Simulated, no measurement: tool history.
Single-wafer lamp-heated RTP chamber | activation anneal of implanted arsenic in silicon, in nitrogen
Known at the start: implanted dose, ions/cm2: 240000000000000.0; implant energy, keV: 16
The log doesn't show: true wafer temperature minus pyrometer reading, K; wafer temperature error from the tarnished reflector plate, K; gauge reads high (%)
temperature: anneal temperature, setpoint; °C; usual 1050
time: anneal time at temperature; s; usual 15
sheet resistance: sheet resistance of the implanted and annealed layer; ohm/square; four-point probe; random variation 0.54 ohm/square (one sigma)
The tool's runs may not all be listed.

| run | hour | temperature | time | wafers since the last listed run | wafers since the last pyrometer calibration | wafers since the reflector plate was cleaned | hours since the gauge calibration | read-back reference wafer on the same gauge, sheet resistance | sheet resistance |
|---|---|---|---|---|---|---|---|---|---|
| 1 | 0 | 1031 | 19 | 0 | 2868 | 3346 | 514 | 354.95 | 358.38 |
| 2 | 23.4 | 1050 | 15 | 242 | 3110 | 3589 | 537.4 | 355 | 356.14 |
|  | 49.7 | pyrometer window cleaned and pyrometer calibrated |
| 3 | 50.2 | 1050 | 15 | 194 | 4 | 3784 | 564.2 | 355.05 | 357.51 |
| 4 | 75.3 | 1050 | 15 | 260 | 265 | 4044 | 589.3 | 354.91 | 356.77 |
| 5 | 93.4 | 1050 | 10 | 187 | 452 | 4231 | 607.4 | 355.01 | 360.61 |
| 6 | 128 | 1050 | 15 | 358 | 811 | 4590 | 642 | 355.04 | 357.1 |
| 7 | 150.3 | 1050 | 15 | 231 | 1042 | 4821 | 664.3 | 354.99 | 356.93 |
| 8 | 174.7 | 1050 | 21 | 252 | 1295 | 5074 | 688.7 | 354.93 | 354.5 |
| 9 | 187.9 | 1050 | 21 | 136 | 1432 | 5211 | 701.9 | 355.07 | 354.02 |
| 10 | 218.6 | 1050 | 15 | 318 | 1750 | 5529 | 732.6 | 355.05 | 356.87 |
| 11 | 237.8 | 1050 | 15 | 199 | 1949 | 5728 | 751.8 | 355.04 | 356.61 |
| 12 | 257.5 | 1050 | 15 | 204 | 2153 | 5932 | 771.5 | 354.88 | 356.86 |
| 13 | 283.5 | 1050 | 15 | 269 | 2422 | 6202 | 797.5 | 354.9 | 356.7 |
|  | 315.5 | pyrometer window cleaned and pyrometer calibrated |
| 14 | 316 | 1050 | 15 | 253 | 5 | 6456 | 830 | 355.01 | 357.57 |
| 15 | 326.6 | 1050 | 15 | 109 | 114 | 6565 | 840.6 | 354.88 | 357.07 |
| 16 | 358.7 | 1032 | 12 | 332 | 447 | 6898 | 872.7 | 354.99 | 362.24 |
|  | 387 | reflector plate cleaned |
| 17 | 390.5 | 1038 | 9 | 246 | 694 | 36 | 904.5 | 355.12 | 363.05 |
| 18 | 405.2 | 1050 | 22 | 152 | 846 | 188 | 919.2 | 354.88 | 353.64 |
|  | 411.1 | gauge calibrated |
| 19 | 433.9 | 1050 | 12 | 297 | 1144 | 486 | 22.8 | 355.16 | 359.83 |
| 20 | 494.6 | 1033 | 15 | 629 | 1773 | 1115 | 83.5 | 355.07 | 360.85 |
| 21 | 512.5 | 1030 | 23 | 185 | 1958 | 1300 | 101.4 | 355.04 | 357.29 |
| 22 | 524.5 | 1061 | 20 | 124 | 2083 | 1425 | 113.4 | 354.98 | 351.61 |
| 23 | 557.1 | 1050 | 15 | 337 | 2421 | 1763 | 146 | 355 | 356.34 |
| 24 | 590.1 | 1032 | 8 | 342 | 2763 | 2105 | 179 | 354.96 | 362.6 |
|  | 604.6 | pyrometer window cleaned and pyrometer calibrated |
| 25 | 609 | 1079 | 19 | 112 | 45 | 2218 | 197.9 | 354.96 | 348.17 |
| 26 | 634.5 | 1068 | 15 | 264 | 310 | 2482 | 223.4 | 355.02 | 353.91 |
| 27 | 650 | 1070 | 19 | 160 | 470 | 2643 | 238.9 | 355.15 | 350.46 |
| 28 | 662.2 | 1039 | 21 | 126 | 597 | 2769 | 251.1 | 354.97 | 356.22 |
| 29 | 684.5 | 1050 | 15 | 231 | 828 | 3000 | 273.4 | 355.05 | 357.75 |
| 30 | 790.4 | 1063 | 15 | 1097 | 1925 | 4098 | 379.3 | 355.05 | 354.41 |
| 31 | 817.5 | 1050 | 15 | 280 | 2206 | 4379 | 406.4 | 355.04 | 357.76 |
| 32 | 835.2 | 1059 | 7 | 183 | 2390 | 4562 | 424.1 | 354.97 | 360.59 |
| 33 | 851.7 | 1077 | 22 | 171 | 2561 | 4733 | 440.6 | 354.95 | 343.88 |
| 34 | 863.8 | 1050 | 20 | 125 | 2686 | 4859 | 452.7 | 354.99 | 353.75 |
| 35 | 886 | 1050 | 15 | 230 | 2916 | 5089 | 474.9 | 354.96 | 355.33 |
|  | 901.2 | pyrometer window cleaned and pyrometer calibrated |
| 36 | 902.7 | 1030 | 22 | 90 | 15 | 5179 | 491.6 | 355.05 | 358.83 |
| 37 | 918.2 | 1079 | 17 | 160 | 175 | 5339 | 507.1 | 355.07 | 349.49 |

Some steps in sheet resistance between neighbouring runs. How much of each would the tool show without its hidden state too (settings, what came in, random variation), and how much is left for the hidden state, with any gauge scatter that isn't in both results?
Run 2 -> 3: pyrometer window cleaned and pyrometer calibrated. sheet resistance +1.37 ohm/square: hidden state +2.13, all else -0.76.
Run 24 -> 25: temperature 1032 -> 1079, time 8 -> 19, pyrometer window cleaned and pyrometer calibrated. sheet resistance -14.43 ohm/square: hidden state +0.66, all else -15.09.
Run 32 -> 33: temperature 1059 -> 1077, time 7 -> 22. sheet resistance -16.71 ohm/square: hidden state -1.68, all else -15.03.
Run 33 -> 34: temperature 1077 -> 1050, time 22 -> 20. sheet resistance +9.87 ohm/square: hidden state +0.58, all else +9.29.
Run 35 -> 36: temperature 1050 -> 1030, time 15 -> 22, pyrometer window cleaned and pyrometer calibrated. sheet resistance +3.5 ohm/square: hidden state +1.95, all else +1.55.

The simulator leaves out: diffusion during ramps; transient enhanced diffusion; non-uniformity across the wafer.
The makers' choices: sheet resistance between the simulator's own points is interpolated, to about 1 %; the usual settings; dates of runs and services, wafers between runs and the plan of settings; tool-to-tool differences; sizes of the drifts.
